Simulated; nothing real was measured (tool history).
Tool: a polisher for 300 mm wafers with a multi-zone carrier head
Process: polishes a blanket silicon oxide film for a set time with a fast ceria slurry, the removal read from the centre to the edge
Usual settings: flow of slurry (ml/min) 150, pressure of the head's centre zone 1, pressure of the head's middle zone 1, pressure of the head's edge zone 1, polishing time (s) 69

run	hour	flow of slurry (ml/min)	pressure of the head's centre zone	pressure of the head's middle zone	pressure of the head's edge zone	polishing time (s)	wafers since the last listed run	wafers polished on this pad	hours since the slurry nozzle was cleaned	hours since the centre zone pressure was calibrated	hours since the edge zone pressure was calibrated	hours since the carrier head's membrane was replaced	incoming thickness of the incoming film, nm	film removed at the wafer's centre (nm)	film removed at mid-radius (nm)	film removed at the wafer's edge (nm)
1	0	150	0.88	1	0.96	69	0	3079	622.3	694	296.7	111.8	3400.1	547.8	612.1	607.1
2	103.5	150	0.95	0.95	1	69	1147	4226	725.8	797.5	400.2	215.3	3368.4	597.5	593.2	617.8
# hour 146.3: centre zone pressure recalibrated
3	172.9	150	1	0.89	1	69	747	4973	795.2	26.6	469.6	284.7	3349.2	626.5	561.7	609.1
# hour 204.9: slurry nozzle cleaned
4	263.1	195	0.96	0.9	1	62	988	5962	58.2	116.8	559.8	374.9	3354.3	559.8	529	571
5	303.3	150	1	1	1	49	445	6408	98.4	157	600	415.1	3341.6	442.6	434	437.2
6	366.6	150	1.11	1	1	69	701	7110	161.7	220.3	663.3	478.4	3358.7	701.8	614.7	614.2
# hour 414.5: worn pad replaced by a new one
7	415	130	1.11	1.07	1.1	69	492	5	210.1	268.7	711.7	526.8	3305.3	679.8	636.7	630.3
# hour 452.5: edge zone pressure recalibrated
8	473.5	150	0.89	0.96	0.91	69	626	631	268.6	327.2	21	585.3	3403.6	559.4	600.8	595.5
9	554.1	150	1	1	0.93	69	893	1525	349.2	407.8	101.6	665.9	3355.9	626.7	609.2	599.7
10	608.3	150	1	1.06	1	69	600	2126	403.4	462	155.8	720.1	3337.2	631.4	647	628.8
11	697	150	1	1	0.96	69	983	3109	492.1	550.7	244.5	808.8	3374	626.7	611.7	598.2
12	773.9	150	1	1	1	76	852	3961	569	627.6	321.4	885.7	3386.9	685	687	674.1
13	869.6	150	1	1	1	69	1060	5022	664.7	723.3	417.1	981.4	3362.8	623.7	608.1	613.9
# hour 903.3: slurry nozzle cleaned
14	948.1	150	1	1	1	69	859	5882	44.8	801.8	495.6	1059.9	3388.9	635.9	609.1	615.4
15	997.4	190	1	1.07	1	77	546	6428	94.1	851.1	544.9	1109.2	3306.1	724.8	740.7	697.6
# hour 1004.2: centre zone pressure recalibrated
16	1097.5	150	1	1	1	83	1087	7516	194.2	93.3	645	1209.3	3344.5	755.1	732.3	727.7
17	1190.9	150	1	1	1	69	1035	8551	287.6	186.7	738.4	1302.7	3344.6	629.9	616.3	612.4
# hour 1220: worn pad replaced by a new one
# hour 1262.5: edge zone pressure recalibrated
18	1286.3	150	1.04	1.03	0.96	52	991	712	383	282.1	23.8	1398.1	3365.5	491.3	471.3	454.4
# hour 1366: carrier head's membrane replaced by a new one
19	1366.5	105	1	1.06	1.1	69	833	1546	463.2	362.3	104	0.5	3352.4	587.7	604.3	619.6
20	1431.5	150	1	1	1	69	720	2266	528.2	427.3	169	65.5	3346.6	632	613.8	622.3
21	1497.5	150	1	1	1	69	731	2998	594.2	493.3	235	131.5	3347.1	630.4	611.9	626.1

Forecast each of these 5 alternatives for the next run:
A	1497.9	150	1	1	1.11	69	4	3002	594.6	493.7	235.4	131.9	3352.6	?	?	?
B	1497.9	170	1	1	1	69	4	3002	594.6	493.7	235.4	131.9	3352.6	?	?	?
C	1497.9	150	1	1.09	0.91	69	4	3002	594.6	493.7	235.4	131.9	3352.6	?	?	?
D	1497.9	150	1	1.08	1	80	4	3002	594.6	493.7	235.4	131.9	3352.6	?	?	?
E	1497.9	150	1	1	1	86	4	3002	594.6	493.7	235.4	131.9	3352.6	?	?	?

run	film removed at the wafer's centre (nm)	film removed at mid-radius (nm)	film removed at the wafer's edge (nm)
A	632.7	613.1	652.7
B	646.5	625.1	628.5
C	633.1	656.7	592.2
D	734	755.7	717.9
E	788.6	764.3	772.5
Without the tool's hidden state the same runs would have given:
run	film removed at the wafer's centre (nm)	film removed at mid-radius (nm)	film removed at the wafer's edge (nm)
A	632.7	613.1	652.7
B	646.5	625.1	628.5
C	633.1	656.7	592.2
D	734	755.7	717.9
E	788.6	764.3	772.5
